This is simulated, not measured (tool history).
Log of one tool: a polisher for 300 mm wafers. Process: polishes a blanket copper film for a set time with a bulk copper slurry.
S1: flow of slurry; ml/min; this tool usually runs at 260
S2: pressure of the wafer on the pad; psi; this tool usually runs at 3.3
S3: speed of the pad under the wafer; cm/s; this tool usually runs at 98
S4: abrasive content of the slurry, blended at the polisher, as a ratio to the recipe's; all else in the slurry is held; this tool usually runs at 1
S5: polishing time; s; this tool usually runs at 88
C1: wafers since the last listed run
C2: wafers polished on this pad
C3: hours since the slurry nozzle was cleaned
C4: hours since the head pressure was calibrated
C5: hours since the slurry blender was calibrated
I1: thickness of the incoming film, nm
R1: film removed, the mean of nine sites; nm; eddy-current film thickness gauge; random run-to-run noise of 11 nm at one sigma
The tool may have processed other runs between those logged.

{"run": 1, "hour": 0.0, "S1": 260, "S2": 3.3, "S3": 112, "S4": 0.9, "S5": 88, "C1": 0, "C2": 1004, "C3": 193.4, "C4": 699.2, "C5": 25.8, "I1": 4310.3, "R1": 987.4}
{"run": 2, "hour": 97.2, "S1": 260, "S2": 3.3, "S3": 98, "S4": 1, "S5": 88, "C1": 817, "C2": 1821, "C3": 290.6, "C4": 796.4, "C5": 123, "I1": 4406.4, "R1": 881.7}
{"hour": 171.5, "done": "head pressure recalibrated"}
{"run": 3, "hour": 188.9, "S1": 220, "S2": 3.3, "S3": 98, "S4": 1, "S5": 88, "C1": 754, "C2": 2575, "C3": 382.3, "C4": 17.4, "C5": 214.7, "I1": 4300.6, "R1": 907.3}
{"run": 4, "hour": 239.3, "S1": 220, "S2": 3.3, "S3": 98, "S4": 1, "S5": 88, "C1": 423, "C2": 2999, "C3": 432.7, "C4": 67.8, "C5": 265.1, "I1": 4420.6, "R1": 925.8}
{"run": 5, "hour": 279.3, "S1": 220, "S2": 3.3, "S3": 98, "S4": 1, "S5": 88, "C1": 336, "C2": 3335, "C3": 472.7, "C4": 107.8, "C5": 305.1, "I1": 4424.1, "R1": 910.5}
{"run": 6, "hour": 341.5, "S1": 260, "S2": 3.3, "S3": 120, "S4": 1, "S5": 88, "C1": 522, "C2": 3858, "C3": 534.9, "C4": 170, "C5": 367.3, "I1": 4303.6, "R1": 1104.9}
{"hour": 415.2, "done": "slurry nozzle cleaned"}
{"run": 7, "hour": 424.7, "S1": 225, "S2": 3.3, "S3": 98, "S4": 1, "S5": 88, "C1": 690, "C2": 4549, "C3": 9.5, "C4": 253.2, "C5": 450.5, "I1": 4395.8, "R1": 902.1}
{"run": 8, "hour": 499.0, "S1": 260, "S2": 3.3, "S3": 72, "S4": 1.25, "S5": 88, "C1": 624, "C2": 5174, "C3": 83.8, "C4": 327.5, "C5": 524.8, "I1": 4386.9, "R1": 734.4}
{"hour": 575.3, "done": "slurry blender recalibrated"}
{"run": 9, "hour": 585.3, "S1": 260, "S2": 3.3, "S3": 98, "S4": 1, "S5": 88, "C1": 708, "C2": 5882, "C3": 170.1, "C4": 413.8, "C5": 10, "I1": 4408.2, "R1": 929.7}
{"hour": 596.3, "done": "worn pad replaced by a new one"}
{"run": 10, "hour": 685.1, "S1": 260, "S2": 3.3, "S3": 72, "S4": 1.15, "S5": 88, "C1": 805, "C2": 746, "C3": 269.9, "C4": 513.6, "C5": 109.8, "I1": 4371.8, "R1": 714.9}
{"run": 11, "hour": 723.3, "S1": 260, "S2": 3.3, "S3": 98, "S4": 1, "S5": 109, "C1": 321, "C2": 1067, "C3": 308.1, "C4": 551.8, "C5": 148, "I1": 4356.6, "R1": 1144.4}
{"run": 12, "hour": 800.4, "S1": 185, "S2": 4.3, "S3": 98, "S4": 0.85, "S5": 75, "C1": 648, "C2": 1715, "C3": 385.2, "C4": 628.9, "C5": 225.1, "I1": 4309.9, "R1": 888.5}
{"run": 13, "hour": 850.1, "S1": 260, "S2": 3.3, "S3": 98, "S4": 1.25, "S5": 88, "C1": 417, "C2": 2133, "C3": 434.9, "C4": 678.6, "C5": 274.8, "I1": 4326.6, "R1": 929.8}
{"run": 14, "hour": 904.8, "S1": 300, "S2": 3.9, "S3": 68, "S4": 1, "S5": 75, "C1": 459, "C2": 2592, "C3": 489.6, "C4": 733.3, "C5": 329.5, "I1": 4278.1, "R1": 670.8}
{"run": 15, "hour": 980.4, "S1": 260, "S2": 3.3, "S3": 98, "S4": 1.15, "S5": 88, "C1": 635, "C2": 3228, "C3": 565.2, "C4": 808.9, "C5": 405.1, "I1": 4376.9, "R1": 912.2}
{"run": 16, "hour": 1041.4, "S1": 260, "S2": 3.3, "S3": 98, "S4": 1.2, "S5": 88, "C1": 512, "C2": 3741, "C3": 626.2, "C4": 869.9, "C5": 466.1, "I1": 4311.1, "R1": 908.3}
{"hour": 1096.4, "done": "head pressure recalibrated"}
{"hour": 1177.4, "done": "slurry nozzle cleaned"}
{"run": 17, "hour": 1207.4, "S1": 260, "S2": 3.3, "S3": 98, "S4": 1, "S5": 88, "C1": 1370, "C2": 5111, "C3": 30, "C4": 111, "C5": 632.1, "I1": 4451.4, "R1": 926.6}
{"run": 18, "hour": 1251.1, "S1": 260, "S2": 3.3, "S3": 88, "S4": 1, "S5": 57, "C1": 367, "C2": 5478, "C3": 73.7, "C4": 154.7, "C5": 675.8, "I1": 4343.6, "R1": 547.1}
{"hour": 1257.2, "done": "worn pad replaced by a new one"}
{"hour": 1260.1, "done": "slurry blender recalibrated"}
{"run": 19, "hour": 1311.2, "S1": 260, "S2": 3.3, "S3": 98, "S4": 1, "S5": 88, "C1": 454, "C2": 437, "C3": 133.8, "C4": 214.8, "C5": 51.1, "I1": 4356.2, "R1": 928.3}
{"run": 20, "hour": 1404.1, "S1": 190, "S2": 3.3, "S3": 98, "S4": 1, "S5": 60, "C1": 780, "C2": 1218, "C3": 226.7, "C4": 307.7, "C5": 144, "I1": 4315.1, "R1": 602.6}
{"run": 21, "hour": 1492.6, "S1": 260, "S2": 3.3, "S3": 98, "S4": 0.85, "S5": 61, "C1": 743, "C2": 1961, "C3": 315.2, "C4": 396.2, "C5": 232.5, "I1": 4391.5, "R1": 610.8}
{"run": 22, "hour": 1554.2, "S1": 200, "S2": 2.2, "S3": 98, "S4": 1, "S5": 88, "C1": 517, "C2": 2479, "C3": 376.8, "C4": 457.8, "C5": 294.1, "I1": 4395.8, "R1": 646.8}
{"run": 23, "hour": 1642.1, "S1": 230, "S2": 3.3, "S3": 98, "S4": 1.15, "S5": 59, "C1": 738, "C2": 3218, "C3": 464.7, "C4": 545.7, "C5": 382, "I1": 4358.4, "R1": 604}
{"run": 24, "hour": 1860.2, "S1": 260, "S2": 3.3, "S3": 98, "S4": 1, "S5": 96, "C1": 1833, "C2": 5051, "C3": 682.8, "C4": 763.8, "C5": 600.1, "I1": 4364.4, "R1": 969.3}
{"hour": 1866.0, "done": "slurry nozzle cleaned"}
{"hour": 1866.9, "done": "worn pad replaced by a new one"}
{"run": 25, "hour": 1906.9, "S1": 260, "S2": 3.3, "S3": 98, "S4": 1, "S5": 88, "C1": 377, "C2": 336, "C3": 40.9, "C4": 810.5, "C5": 646.8, "I1": 4388.7, "R1": 879.7}
{"run": 26, "hour": 1951.8, "S1": 260, "S2": 3.3, "S3": 76, "S4": 0.7, "S5": 88, "C1": 377, "C2": 713, "C3": 85.8, "C4": 855.4, "C5": 691.7, "I1": 4351.2, "R1": 682.8}
{"hour": 2034.4, "done": "slurry blender recalibrated"}
{"hour": 2043.6, "done": "head pressure recalibrated"}
{"run": 27, "hour": 2055.7, "S1": 260, "S2": 3.3, "S3": 76, "S4": 1, "S5": 88, "C1": 839, "C2": 1553, "C3": 189.7, "C4": 12.1, "C5": 21.3, "I1": 4371, "R1": 763.3}
{"run": 28, "hour": 2096.2, "S1": 260, "S2": 3.3, "S3": 98, "S4": 0.9, "S5": 88, "C1": 340, "C2": 1893, "C3": 230.2, "C4": 52.6, "C5": 61.8, "I1": 4331.1, "R1": 920.6}
{"run": 29, "hour": 2132.9, "S1": 225, "S2": 3.3, "S3": 72, "S4": 1, "S5": 96, "C1": 308, "C2": 2202, "C3": 266.9, "C4": 89.3, "C5": 98.5, "I1": 4305.5, "R1": 777.2}
{"run": 30, "hour": 2177.2, "S1": 260, "S2": 3.3, "S3": 98, "S4": 1, "S5": 88, "C1": 372, "C2": 2574, "C3": 311.2, "C4": 133.6, "C5": 142.8, "I1": 4302.6, "R1": 928.4}

Consider 4 possible next runs. They are alternatives, not a sequence: every one starts from the tool as it was left by run 30. What does each give?
{"run": "A", "hour": 2177.7, "S1": 260, "S2": 3.3, "S3": 74, "S4": 1, "S5": 88, "C1": 4, "C2": 2579, "C3": 311.7, "C4": 134.1, "C5": 143.3, "I1": 4283.8, "R1": "?"}
{"run": "B", "hour": 2177.7, "S1": 260, "S2": 3.3, "S3": 110, "S4": 1.3, "S5": 60, "C1": 4, "C2": 2579, "C3": 311.7, "C4": 134.1, "C5": 143.3, "I1": 4283.8, "R1": "?"}
{"run": "C", "hour": 2177.7, "S1": 260, "S2": 4.2, "S3": 98, "S4": 1, "S5": 88, "C1": 4, "C2": 2579, "C3": 311.7, "C4": 134.1, "C5": 143.3, "I1": 4283.8, "R1": "?"}
{"run": "D", "hour": 2177.7, "S1": 350, "S2": 2.9, "S3": 98, "S4": 1.25, "S5": 61, "C1": 4, "C2": 2579, "C3": 311.7, "C4": 134.1, "C5": 143.3, "I1": 4283.8, "R1": "?"}

run=A R1=742.5
run=B R1=736.2
run=C R1=1148.2
run=D R1=624.8
Without the tool's unlogged condition, the same runs would have read:
run=A R1=748
run=B R1=741.7
run=C R1=1156.7
run=D R1=629.4

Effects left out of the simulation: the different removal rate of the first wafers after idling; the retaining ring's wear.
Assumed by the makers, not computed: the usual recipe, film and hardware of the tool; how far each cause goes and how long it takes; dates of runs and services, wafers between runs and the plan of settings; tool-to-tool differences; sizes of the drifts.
